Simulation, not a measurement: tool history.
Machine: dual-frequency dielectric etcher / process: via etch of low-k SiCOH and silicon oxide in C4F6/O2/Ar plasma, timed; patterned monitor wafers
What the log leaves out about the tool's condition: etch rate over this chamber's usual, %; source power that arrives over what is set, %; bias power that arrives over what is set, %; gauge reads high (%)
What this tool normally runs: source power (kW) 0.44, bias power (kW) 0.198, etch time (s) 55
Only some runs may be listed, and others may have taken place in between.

run   hour  source power (kW)  bias power (kW)  etch time (s)  wafers since the last listed run  hours since the last wet clean  hours since the last source power generator calibration  hours since the last bias power generator calibration  hours since the last upper electrode change  hours since the gauge calibration  read-back reference wafer on the same gauge, depth_nm  mean etch depth across the wafer (nm)
  1      0               0.44            0.198             55                                 0                           172.6                                                   1863.9                                                 4854.7                                       1667.4                              213.8                                                    154                                  148.6
  2   31.8               0.42            0.198             55                               239                           204.4                                                   1895.7                                                 4886.5                                       1699.2                              245.6                                                  154.1                                  145.2
  3   55.4               0.42            0.198             55                               178                             228                                                   1919.3                                                 4910.1                                       1722.8                              269.2                                                    154                                  145.1
  4   78.8               0.44            0.215             55                               176                           251.4                                                   1942.7                                                 4933.5                                       1746.2                              292.6                                                    154                                  153.2
  5   97.3               0.44            0.215             55                               139                           269.9                                                   1961.2                                                   4952                                       1764.7                              311.1                                                    154                                  153.1
  6  109.7               0.44            0.215             55                                93                           282.3                                                   1973.6                                                 4964.4                                       1777.1                              323.5                                                  153.9                                  153.2
  7  125.8               0.44            0.198             55                               121                           298.4                                                   1989.7                                                 4980.5                                       1793.2                              339.6                                                    154                                  149.3
  8  158.7               0.44            0.198             55                               248                           331.3                                                   2022.6                                                 5013.4                                       1826.1                              372.5                                                    154                                  149.5
  9  185.8               0.44            0.178             55                               204                           358.4                                                   2049.7                                                 5040.5                                       1853.2                              399.6                                                  153.9                                  143.4
 10  207.2               0.44            0.178             55                               161                           379.8                                                   2071.1                                                 5061.9                                       1874.6                                421                                                  153.9                                  143.9
     221.2  -- bias power generator calibrated
 11  238.1               0.44            0.178             55                               202                           410.7                                                     2102                                                   16.9                                       1905.5                              451.9                                                  153.9                                  143.4
 12  263.1               0.39            0.236             49                               188                           435.7                                                     2127                                                   41.9                                       1930.5                              476.9                                                  153.9                                  133.7
 13  282.1               0.39            0.213           42.5                               143                           454.7                                                     2146                                                   60.9                                       1949.5                              495.9                                                  153.9                                  111.9
 14  314.2               0.52            0.215           48.5                               242                           486.8                                                   2178.1                                                     93                                       1981.6                                528                                                    154                                  147.5
     346.2  -- wet clean of the chamber
     360.4  -- gauge calibrated
     370.6  -- upper electrode replaced
 15  371.1               0.44            0.151           42.5                                67                            24.9                                                     2235                                                  149.9                                          0.5                               10.7                                                  153.9                                  103.8
 16  372.1               0.44            0.198             55                                 7                            25.9                                                     2236                                                  150.9                                          1.5                               11.7                                                    154                                    148
 17    408               0.47             0.24             55                               270                            61.8                                                   2271.9                                                  186.8                                         37.4                               47.6                                                    154                                  163.9
       414  -- source power generator calibrated
 18  431.7               0.44            0.198             55                               148                            85.5                                                     17.7                                                  210.5                                         61.1                               71.3                                                    154                                  151.4
 19  445.9               0.37            0.222           44.5                               107                            99.7                                                     31.9                                                  224.7                                         75.3                               85.5                                                    154                                  117.2
 20  466.9               0.51            0.198             55                               158                           120.7                                                     52.9                                                  245.7                                         96.3                              106.5                                                    154                                  162.4
 21  489.5               0.44            0.198             55                               170                           143.3                                                     75.5                                                  268.3                                        118.9                              129.1                                                  153.9                                  151.4
 22  593.7               0.47            0.229           69.5                               786                           247.5                                                    179.7                                                  372.5                                        223.1                              233.3                                                    154                                  208.5

Each row is a separate what-if for the run after 22, all from the same tool condition, not one after another. Results?
  A  594.1               0.44            0.185             55                                 3                           247.9                                                    180.1                                                  372.9                                        223.5                              233.7                                                      ?                                      ?
  B  594.1               0.48            0.198             70                                 3                           247.9                                                    180.1                                                  372.9                                        223.5                              233.7                                                      ?                                      ?
  C  594.1               0.49            0.198             69                                 3                           247.9                                                    180.1                                                  372.9                                        223.5                              233.7                                                      ?                                      ?
  D  594.1               0.53            0.151             68                                 3                           247.9                                                    180.1                                                  372.9                                        223.5                              233.7                                                      ?                                      ?
  E  594.1               0.38            0.165             55                                 3                           247.9                                                    180.1                                                  372.9                                        223.5                              233.7                                                      ?                                      ?

run  read-back reference wafer on the same gauge, depth_nm  mean etch depth across the wafer (nm)
  A                                                  154.1                                  148.3
  B                                                  154.1                                  201.7
  C                                                  154.1                                  200.8
  D                                                  154.1                                  186.9
  E                                                  154.1                                  132.2
With no hidden state in the tool, these same runs would have given:
run  mean etch depth across the wafer (nm)
  A                                  147.4
  B                                  200.5
  C                                  199.6
  D                                  185.8
  E                                  131.4
